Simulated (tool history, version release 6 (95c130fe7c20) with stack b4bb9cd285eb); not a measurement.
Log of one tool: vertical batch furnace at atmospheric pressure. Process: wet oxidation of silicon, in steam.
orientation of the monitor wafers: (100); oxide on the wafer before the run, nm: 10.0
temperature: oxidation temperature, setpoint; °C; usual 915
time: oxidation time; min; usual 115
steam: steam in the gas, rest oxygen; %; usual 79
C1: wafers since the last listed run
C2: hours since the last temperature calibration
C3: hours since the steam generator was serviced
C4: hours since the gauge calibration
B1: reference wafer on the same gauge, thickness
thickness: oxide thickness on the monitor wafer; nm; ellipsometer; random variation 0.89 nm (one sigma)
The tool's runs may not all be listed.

run 1 day=0 | temperature=915 time=115 steam=79 | C1=0 C2=2916.7 C3=2948.8 C4=837.9 | B1=310.01 | thickness=261.86
run 2 day=2.1 | temperature=903 time=115 steam=76 | C1=634 C2=2967.1 C3=2999.2 C4=888.3 | B1=309.76 | thickness=223.36
run 3 day=5.167 | temperature=915 time=115 steam=79 | C1=925 C2=3040.7 C3=3072.8 C4=961.9 | B1=310.11 | thickness=262.32
run 4 day=7.775 | temperature=915 time=115 steam=79 | C1=787 C2=3103.3 C3=3135.4 C4=1024.5 | B1=309.91 | thickness=262.28
run 5 day=9.554 | temperature=915 time=115 steam=79 | C1=537 C2=3146 C3=3178.1 C4=1067.2 | B1=309.89 | thickness=262.33
run 6 day=13.367 | temperature=915 time=115 steam=73 | C1=1151 C2=3237.5 C3=3269.6 C4=1158.7 | B1=309.87 | thickness=246.48
run 7 day=15.071 | temperature=915 time=115 steam=79 | C1=514 C2=3278.4 C3=3310.5 C4=1199.6 | B1=309.89 | thickness=262.13
run 8 day=18.071 | temperature=915 time=115 steam=79 | C1=905 C2=3350.4 C3=3382.5 C4=1271.6 | B1=309.84 | thickness=263.3
-- day=19.096 gauge calibrated
run 9 day=20.658 | temperature=915 time=115 steam=79 | C1=781 C2=3412.5 C3=3444.6 C4=37.5 | B1=310.01 | thickness=263.46
run 10 day=22.396 | temperature=915 time=115 steam=79 | C1=524 C2=3454.2 C3=3486.3 C4=79.2 | B1=310.15 | thickness=260.55
run 11 day=24.254 | temperature=915 time=115 steam=84 | C1=561 C2=3498.8 C3=3530.9 C4=123.8 | B1=309.94 | thickness=276.54
run 12 day=27.35 | temperature=915 time=115 steam=79 | C1=934 C2=3573.1 C3=3605.2 C4=198.1 | B1=310.16 | thickness=263.38
-- day=28.425 steam generator serviced
run 13 day=30.483 | temperature=915 time=115 steam=79 | C1=644 C2=3648.3 C3=49.4 C4=273.3 | B1=310.04 | thickness=279.26
run 14 day=34.267 | temperature=915 time=115 steam=79 | C1=1142 C2=3739.1 C3=140.2 C4=364.1 | B1=310.01 | thickness=277.37
run 15 day=46.946 | temperature=915 time=115 steam=79 | C1=3827 C2=4043.4 C3=444.5 C4=668.4 | B1=310.04 | thickness=275.94
run 16 day=48.575 | temperature=915 time=115 steam=79 | C1=491 C2=4082.5 C3=483.6 C4=707.5 | B1=310.13 | thickness=273.92
run 17 day=51.875 | temperature=924 time=131 steam=79 | C1=996 C2=4161.7 C3=562.8 C4=786.7 | B1=310.06 | thickness=327.86
-- day=55.342 thermocouples replaced and temperature profile calibrated
run 18 day=55.379 | temperature=933 time=115 steam=79 | C1=756 C2=0.9 C3=646.9 C4=870.8 | B1=309.9 | thickness=310.99
run 19 day=57.321 | temperature=897 time=115 steam=75 | C1=586 C2=47.5 C3=693.5 C4=917.4 | B1=309.9 | thickness=203.09
run 20 day=59.1 | temperature=915 time=115 steam=79 | C1=537 C2=90.2 C3=736.2 C4=960.1 | B1=309.84 | thickness=261.93
-- day=60.7 gauge calibrated
run 21 day=60.762 | temperature=939 time=86.5 steam=73 | C1=501 C2=130.1 C3=776.1 C4=1.5 | B1=310.02 | thickness=246.63
run 22 day=62.55 | temperature=915 time=149 steam=79 | C1=539 C2=173 C3=819 C4=44.4 | B1=309.94 | thickness=322.4
run 23 day=64.462 | temperature=892 time=115 steam=75 | C1=577 C2=218.9 C3=864.9 C4=90.3 | B1=309.82 | thickness=188.54
run 24 day=67.146 | temperature=915 time=115 steam=71 | C1=810 C2=283.3 C3=929.3 C4=154.7 | B1=310.02 | thickness=238.1
run 25 day=70.092 | temperature=927 time=132 steam=75 | C1=889 C2=354 C3=1000 C4=225.4 | B1=309.95 | thickness=311.02
run 26 day=72.692 | temperature=931 time=150.5 steam=79 | C1=784 C2=416.4 C3=1062.4 C4=287.8 | B1=310.05 | thickness=370.65
run 27 day=75.538 | temperature=930 time=115 steam=89 | C1=859 C2=484.7 C3=1130.7 C4=356.1 | B1=309.91 | thickness=327.55
run 28 day=78.238 | temperature=915 time=115 steam=79 | C1=815 C2=549.5 C3=1195.5 C4=420.9 | B1=309.92 | thickness=259.42
run 29 day=80.404 | temperature=915 time=64.5 steam=79 | C1=654 C2=601.5 C3=1247.5 C4=472.9 | B1=309.82 | thickness=161.42
run 30 day=84.212 | temperature=925 time=90.5 steam=71 | C1=1149 C2=692.9 C3=1338.9 C4=564.3 | B1=309.84 | thickness=217.22

Hidden state or all else? Some run-to-run changes of thickness, split into what the settings, what came in and random variation would give without the hidden state, and what is left for the hidden state (with any gauge scatter that isn't in both results):
The hidden state here: true tube temperature minus thermocouple reading, K; steam share off its setpoint, % of the setpoint; gauge reads high (%).
Run 12 -> 13: steam generator serviced. thickness +15.88 nm: hidden state +15.53, all else +0.35.
Run 17 -> 18: temperature 924 -> 933, time 131 -> 115, thermocouples replaced and temperature profile calibrated. thickness -16.87 nm: hidden state -13.56, all else -3.31.
Run 18 -> 19: temperature 933 -> 897, steam 79 -> 75. thickness -107.9 nm: hidden state +2.75, all else -110.65.
Run 22 -> 23: temperature 915 -> 892, time 149 -> 115, steam 79 -> 75. thickness -133.86 nm: hidden state +4.15, all else -138.01.
Run 28 -> 29: time 115 -> 64.5. thickness -98 nm: hidden state +3.62, all else -101.62.

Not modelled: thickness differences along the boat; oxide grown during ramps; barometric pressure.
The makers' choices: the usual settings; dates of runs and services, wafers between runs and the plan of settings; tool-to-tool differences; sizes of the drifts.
